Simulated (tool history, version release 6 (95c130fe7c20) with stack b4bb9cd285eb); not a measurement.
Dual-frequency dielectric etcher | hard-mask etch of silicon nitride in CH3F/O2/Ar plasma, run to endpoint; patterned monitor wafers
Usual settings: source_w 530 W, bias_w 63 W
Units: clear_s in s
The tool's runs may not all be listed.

run	hour	source_w	bias_w	wafers since the last listed run	hours since the last wet clean	hours since the last source power generator calibration	hours since the last bias power generator calibration	hours since the last upper electrode change	incoming incoming film thickness, nm	clear_s
1	0.0	500	63	0	486.4	2080.9	3311.7	4051.3	35.44	52.3
# hour 36.0: wet clean of the chamber
2	36.5	500	63	170	0.5	2117.4	3348.2	4087.8	35.79	52.4
3	47.7	530	63	152	11.7	2128.6	3359.4	4099.0	35.80	51.9
4	79.2	530	63	429	43.2	2160.1	3390.9	4130.5	35.96	51.7
5	105.4	530	63	357	69.4	2186.3	3417.1	4156.7	35.63	52.0
# hour 148.4: upper electrode replaced
6	148.9	530	63	265	112.9	2229.8	3460.6	0.5	35.82	51.4
7	162.2	530	63	181	126.2	2243.1	3473.9	13.8	35.65	52.0
8	196.2	530	74	463	160.2	2277.1	3507.9	47.8	35.48	48.8
9	225.5	530	74	399	189.5	2306.4	3537.2	77.1	35.92	49.1
10	246.3	530	74	283	210.3	2327.2	3558.0	97.9	36.30	50.9
11	277.3	530	63	422	241.3	2358.2	3589.0	128.9	35.25	50.8
# hour 297.3: source power generator calibrated
12	305.5	530	63	330	269.5	8.2	3617.2	157.1	35.54	51.1
13	321.5	530	63	218	285.5	24.2	3633.2	173.1	35.56	50.8
14	355.8	530	72	467	319.8	58.5	3667.5	207.4	35.68	50.1
15	380.2	530	74	332	344.2	82.9	3691.9	231.8	35.27	48.6
16	401.9	530	63	295	365.9	104.6	3713.6	253.5	35.48	51.3
17	435.1	590	63	452	399.1	137.8	3746.8	286.7	35.61	49.1
# hour 465.2: wet clean of the chamber
18	465.7	610	68	90	0.5	168.4	3777.4	317.3	35.44	47.3
19	490.9	650	63	343	25.7	193.6	3802.6	342.5	35.72	46.8
20	504.1	530	63	180	38.9	206.8	3815.8	355.7	35.71	51.6
# hour 517.5: bias power generator calibrated
21	530.5	530	63	305	65.3	233.2	13.0	382.1	35.55	52.2
22	551.9	610	74	291	86.7	254.6	34.4	403.5	35.93	46.5
23	566.3	530	63	196	101.1	269.0	48.8	417.9	35.76	51.6
24	590.7	580	63	332	125.5	293.4	73.2	442.3	35.68	49.7
25	603.4	420	51	173	138.2	306.1	85.9	455.0	36.06	61.0
26	620.2	640	68	229	155.0	322.9	102.7	471.8	35.68	46.4
27	639.1	610	63	257	173.9	341.8	121.6	490.7	35.84	49.2
28	654.4	530	73	208	189.2	357.1	136.9	506.0	35.82	49.8
29	667.8	630	74	182	202.6	370.5	150.3	519.4	35.68	45.2
30	690.9	530	63	315	225.7	393.6	173.4	542.5	35.48	51.6
31	708.9	530	63	245	243.7	411.6	191.4	560.5	35.64	50.8
32	746.6	640	68	514	281.4	449.3	229.1	598.2	35.78	46.0
33	780.3	590	52	459	315.1	483.0	262.8	631.9	35.85	51.4
34	866.7	530	63	1178	401.5	569.4	349.2	718.3	35.58	51.2
35	881.9	430	75	207	416.7	584.6	364.4	733.5	35.75	53.6

Forecast each of these 4 alternatives for the next run:
A	882.3	530	63	5	417.1	585.0	364.8	733.9	35.63	?
B	882.3	650	56	5	417.1	585.0	364.8	733.9	35.63	?
C	882.3	450	63	5	417.1	585.0	364.8	733.9	35.63	?
D	882.3	430	73	5	417.1	585.0	364.8	733.9	35.63	?

run	clear_s
A	51.7
B	48.6
C	55.7
D	54.6
Without the tool's hidden state the same runs would have given:
run	clear_s
A	51.7
B	48.6
C	55.7
D	54.6

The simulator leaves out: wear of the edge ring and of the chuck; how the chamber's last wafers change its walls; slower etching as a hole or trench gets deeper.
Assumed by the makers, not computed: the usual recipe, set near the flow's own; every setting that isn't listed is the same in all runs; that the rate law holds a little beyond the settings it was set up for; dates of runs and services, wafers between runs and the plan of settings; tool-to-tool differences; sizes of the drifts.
